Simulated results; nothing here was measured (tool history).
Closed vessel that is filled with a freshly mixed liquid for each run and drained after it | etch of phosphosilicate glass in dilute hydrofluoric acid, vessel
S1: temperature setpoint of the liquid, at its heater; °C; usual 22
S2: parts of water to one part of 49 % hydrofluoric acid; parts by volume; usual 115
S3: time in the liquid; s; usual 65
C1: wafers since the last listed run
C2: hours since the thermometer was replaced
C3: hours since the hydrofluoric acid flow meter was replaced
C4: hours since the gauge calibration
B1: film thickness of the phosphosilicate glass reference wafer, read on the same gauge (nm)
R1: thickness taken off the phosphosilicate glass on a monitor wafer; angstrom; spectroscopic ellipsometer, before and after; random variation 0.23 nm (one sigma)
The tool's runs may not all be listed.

run    hour    S1   S2   S3     C1      C2      C3      C4     B1      R1
  1       0    19   70   65      0   783.1  1507.3   917.6  59.96   855.6
  2    63.3    22  135   65   6264   846.4  1570.6   980.9  60.01   469.2
  3    92.3    22  135   65   2870   875.4  1599.6  1009.9     60   472.6
  4   131.9    19  115   40   3919     915  1639.2  1049.5     60   309.2
  5   296.2    19  115   40  16261  1079.3  1803.5  1213.8  60.03   310.4
  6     331    19  115   40   3444  1114.1  1838.3  1248.6  60.03   312.6
  7   358.9    22  115   65   2761    1142  1866.2  1276.5     60   572.5
  8     423    22  115   65   6344  1206.1  1930.3  1340.6  59.98   575.2
  9   467.8    22  115   65   4433  1250.9  1975.1  1385.4  59.97   577.1
 10   512.3    22  140   65   4404  1295.4  2019.6  1429.9  60.01   455.5
 11   556.7    22  115   65   4394  1339.8    2064  1474.3  60.01   575.6
 12   617.4    22  115   65   6007  1400.5  2124.7    1535  59.98   573.6
 13   673.6    22  115   65   5562  1456.7  2180.9  1591.2  59.99   578.4
 14   728.9    22  115   65   5473    1512  2236.2  1646.5  60.01   577.9
 15     786    22  115   65   5651  1569.1  2293.3  1703.6     60   578.8
 16     837    22  115   65   5047  1620.1  2344.3  1754.6  60.01   577.1
 17     869    26   55   40   3167  1652.1  2376.3  1786.6     60   934.4
      906.7  -- gauge calibrated
 18   908.7    22  115   90   3929  1691.8    2416       2     60   809.7
 19   965.6    22  115   35   5631  1748.7  2472.9    58.9  60.01   311.7
 20  1065.9  17.5   85   65   9926    1849  2573.2   159.2  60.01   671.1
 21  1114.5  18.5  170  105   4810  1897.6  2621.8   207.8  59.97   524.6
 22  1169.6    22   65   45   5453  1952.7  2676.9   262.9  59.99   755.5
     1185.5  -- thermometer replaced
     1202.8  -- hydrofluoric acid flow meter replaced
 23  1239.8    22  115   65   6749    54.3      37   333.1  59.95   620.8
 24  1283.5    22  115   65   4325      98    80.7   376.8  60.01   617.4
 25  1355.3    26  100   65   7106   169.8   152.5   448.6  59.99   853.6
 26  1410.4    22  115   65   5453   224.9   207.6   503.7  60.01   620.6
 27  1475.2  26.5   55   55   6413   289.7   272.4   568.5  59.98  1405.5
 28  1547.5    22  115   65   7155     362   344.7   640.8     60   623.8
     1618.4  -- hydrofluoric acid flow meter replaced, repeated, since the last time left the tool worse
 29  1747.5    22  115   30  19695     562   129.1   840.8  59.98   252.7
 30  1785.2  18.5  145   80   3731   599.7   166.8   878.5  59.99   447.6
 31  1825.7    22  115   65   4008   640.2   207.3     919     60   548.7

How the hidden state differs across the entries between the runs, from the last listed run before each to the first after it:
Between runs 17 and 18: gauge calibrated (hour 906.7)
  hydrofluoric acid flow above the setpoint (%): 5.92 -> 6.02
  measured less the result without the state, R1: +56 -> +51.7 angstrom
Between runs 22 and 23: thermometer replaced (hour 1185.5); hydrofluoric acid flow meter replaced (hour 1202.8)
  hydrofluoric acid flow above the setpoint (%): 6.65 -> 12.5
  measured less the result without the state, R1: +50.7 -> +76.8 angstrom
Between runs 28 and 29: hydrofluoric acid flow meter replaced, repeated, since the last time left the tool worse (hour 1618.4)
  hydrofluoric acid flow above the setpoint (%): 13.2 -> 0.449
  measured less the result without the state, R1: +81.3 -> +1.3 angstrom

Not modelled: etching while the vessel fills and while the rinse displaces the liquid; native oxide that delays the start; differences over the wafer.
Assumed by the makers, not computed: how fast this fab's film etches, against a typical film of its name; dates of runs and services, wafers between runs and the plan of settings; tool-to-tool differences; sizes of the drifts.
